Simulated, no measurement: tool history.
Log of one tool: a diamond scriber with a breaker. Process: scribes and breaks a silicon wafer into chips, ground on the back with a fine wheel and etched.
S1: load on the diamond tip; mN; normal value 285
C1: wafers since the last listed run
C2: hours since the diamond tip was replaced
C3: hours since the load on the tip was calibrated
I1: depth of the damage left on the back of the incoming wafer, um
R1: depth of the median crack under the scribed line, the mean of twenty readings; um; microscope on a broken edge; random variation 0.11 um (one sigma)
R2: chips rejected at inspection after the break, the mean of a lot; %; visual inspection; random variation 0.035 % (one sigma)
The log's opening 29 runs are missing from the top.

run,hour,S1,C1,C2,C3,I1,R1,R2
30,1551.1,253,57,378.3,372.3,0.69,7.61,3.61
31,1608.0,285,95,435.2,429.2,0.46,7.77,2.54
# hour 1653.3: diamond tip replaced by a new one
32,1655.0,285,75,1.7,476.2,0.77,8.54,0.91
# hour 1686.2: load on the tip recalibrated
33,1711.9,315,91,58.6,25.7,0.61,8.73,0.74
34,1782.7,253,118,129.4,96.5,0.48,8.01,1.81
35,1812.4,213,49,159.1,126.2,0.65,7.41,4.49
36,1990.8,202,298,337.5,304.6,0.56,6.98,8.76
37,2042.8,285,86,389.5,356.6,0.77,7.75,3.29
38,2096.3,285,89,443.0,410.1,0.52,7.43,4.63
39,2134.2,310,63,480.9,448.0,0.58,7.52,3.18
# hour 2152.3: diamond tip replaced by a new one
# hour 2157.7: load on the tip recalibrated
40,2199.0,324,101,46.7,41.3,0.59,9.38,0.97

What if the next run were any one of these 5? Each begins from the tool's condition after run 40:
A,2199.7,349,1,47.4,42.0,0.46,?,?
B,2199.7,331,1,47.4,42.0,0.46,?,?
C,2199.7,357,1,47.4,42.0,0.46,?,?
D,2199.7,249,1,47.4,42.0,0.46,?,?
E,2199.7,318,1,47.4,42.0,0.46,?,?

run,R1,R2
A,9.82,1.71
B,9.58,1.19
C,9.92,1.98
D,8.46,1.37
E,9.41,0.93
Without the tool's unlogged condition, the same runs would have read:
run,R1,R2
A,9.91,1.95
B,9.67,1.37
C,10.02,2.25
D,8.54,1.19
E,9.50,1.05
